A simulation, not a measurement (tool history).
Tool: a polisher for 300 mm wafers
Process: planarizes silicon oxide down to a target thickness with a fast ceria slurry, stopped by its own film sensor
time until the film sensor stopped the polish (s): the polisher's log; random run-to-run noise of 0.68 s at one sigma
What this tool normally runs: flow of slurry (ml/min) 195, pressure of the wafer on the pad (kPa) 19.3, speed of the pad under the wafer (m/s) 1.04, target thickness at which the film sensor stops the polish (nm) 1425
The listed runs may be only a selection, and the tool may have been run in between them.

| run | hour | flow of slurry (ml/min) | pressure of the wafer on the pad (kPa) | speed of the pad under the wafer (m/s) | target thickness at which the film sensor stops the polish (nm) | incoming thickness of the incoming film, nm | time until the film sensor stopped the polish (s) |
|---|---|---|---|---|---|---|---|
| 1 | 0 | 195 | 19.3 | 1.04 | 1425 | 2227.6 | 56.5 |
| 2 | 54.4 | 195 | 19.3 | 1.04 | 1425 | 2227.8 | 57.8 |
| 3 | 146.5 | 195 | 19.3 | 1.04 | 1425 | 2291.4 | 61.7 |
| 4 | 252.5 | 195 | 19.3 | 1.04 | 1425 | 2254.5 | 60.1 |
|  | 280 | slurry nozzle cleaned |
| 5 | 296.1 | 195 | 19.3 | 1.04 | 1425 | 2214.5 | 56.7 |
| 6 | 381.2 | 195 | 19.3 | 1.04 | 1425 | 2263.3 | 59.8 |
|  | 407.1 | worn pad replaced by a new one |
|  | 414.3 | head pressure recalibrated |
| 7 | 420.1 | 195 | 23.4 | 1.04 | 1425 | 2256.3 | 52.3 |
| 8 | 506.3 | 195 | 23.4 | 1.04 | 1425 | 2229.2 | 52.4 |
| 9 | 607.9 | 195 | 23.4 | 1.04 | 1425 | 2252.7 | 54.3 |
| 10 | 682.9 | 195 | 19.3 | 1.04 | 1425 | 2228.5 | 63.5 |
| 11 | 746 | 195 | 19.3 | 1.04 | 1425 | 2259.9 | 65.8 |
|  | 791.5 | slurry nozzle cleaned |
| 12 | 831.2 | 195 | 19.3 | 1.04 | 1425 | 2218.9 | 62.8 |
|  | 894.5 | worn pad replaced by a new one, repeated, since the last time left the tool worse |
| 13 | 937.1 | 195 | 19.3 | 1.04 | 1425 | 2253.2 | 58.2 |
| 14 | 1004 | 195 | 19.3 | 1.04 | 1425 | 2285.6 | 60.8 |
| 15 | 1096.8 | 195 | 19.3 | 1.04 | 1425 | 2272.5 | 59.7 |
| 16 | 1280.4 | 195 | 19.3 | 1.28 | 1574 | 2224.7 | 38.6 |
| 17 | 1365.1 | 170 | 19.3 | 0.7 | 1425 | 2240.5 | 88.2 |
| 18 | 1428.3 | 145 | 16.5 | 1.04 | 1425 | 2292.3 | 77.1 |
| 19 | 1468.5 | 195 | 21.4 | 1.04 | 1646 | 2224.1 | 38 |
|  | 1478.7 | slurry nozzle cleaned |
|  | 1520.4 | worn pad replaced by a new one |
| 20 | 1536.9 | 195 | 19.3 | 0.88 | 1563 | 2226.5 | 54.4 |
| 21 | 1631.1 | 195 | 13.8 | 1.36 | 1292 | 2266.9 | 72.1 |
|  | 1663.5 | head pressure recalibrated |
| 22 | 1696.5 | 195 | 19.3 | 1.04 | 1425 | 2235.8 | 58.4 |
| 23 | 1775.4 | 195 | 19.3 | 1.04 | 1425 | 2280.2 | 61.6 |
| 24 | 1845.8 | 195 | 19.3 | 1.04 | 1425 | 2231.7 | 57.8 |
| 25 | 1922.6 | 195 | 22.8 | 1.04 | 1425 | 2258.4 | 51 |
| 26 | 1997.1 | 195 | 19.3 | 1.04 | 1425 | 2204.5 | 55.9 |
|  | 2039.2 | slurry nozzle cleaned |
| 27 | 2051.3 | 195 | 13.1 | 1.04 | 1425 | 2234.1 | 86.3 |
|  | 2086.7 | worn pad replaced by a new one |
| 28 | 2103 | 195 | 19.3 | 1.04 | 1425 | 2227.3 | 55 |
| 29 | 2144.2 | 195 | 19.3 | 1.04 | 1425 | 2240.2 | 56.5 |
| 30 | 2208 | 195 | 19.3 | 1.04 | 1425 | 2288.2 | 59.8 |
| 31 | 2304 | 225 | 19.3 | 1.04 | 1238 | 2260.7 | 71.5 |
| 32 | 2379.9 | 195 | 16.5 | 1.04 | 1425 | 2247.8 | 69.1 |
| 33 | 2485.9 | 195 | 19.3 | 1.04 | 1640 | 2250 | 44.2 |
| 34 | 2543 | 195 | 19.3 | 1.04 | 1425 | 2216 | 57.8 |
| 35 | 2610.7 | 245 | 14.5 | 1.22 | 1650 | 2200.3 | 44.3 |
|  | 2639.4 | worn pad replaced by a new one |
|  | 2644 | slurry nozzle cleaned |
| 36 | 2648.6 | 195 | 19.3 | 1.04 | 1188 | 2239.9 | 69.7 |
| 37 | 2704.9 | 145 | 19.3 | 0.9 | 1425 | 2240.7 | 68.1 |

3 ways to go on from here, each from the tool as it stands after run 37. What would each give?
| A | 2705.3 | 195 | 19.3 | 1.04 | 1425 | 2292.6 | ? |
| B | 2705.3 | 195 | 22.1 | 1.04 | 1636 | 2292.6 | ? |
| C | 2705.3 | 150 | 25.5 | 1.2 | 1294 | 2292.6 | ? |

| run | time until the film sensor stopped the polish (s) |
|---|---|
| A | 59.7 |
| B | 39.5 |
| C | 47.2 |
The same runs, with their run-to-run variation unchanged, on a tool lacking any hidden condition would have given:
| run | time until the film sensor stopped the polish (s) |
|---|---|
| A | 58.7 |
| B | 38.8 |
| C | 46.3 |
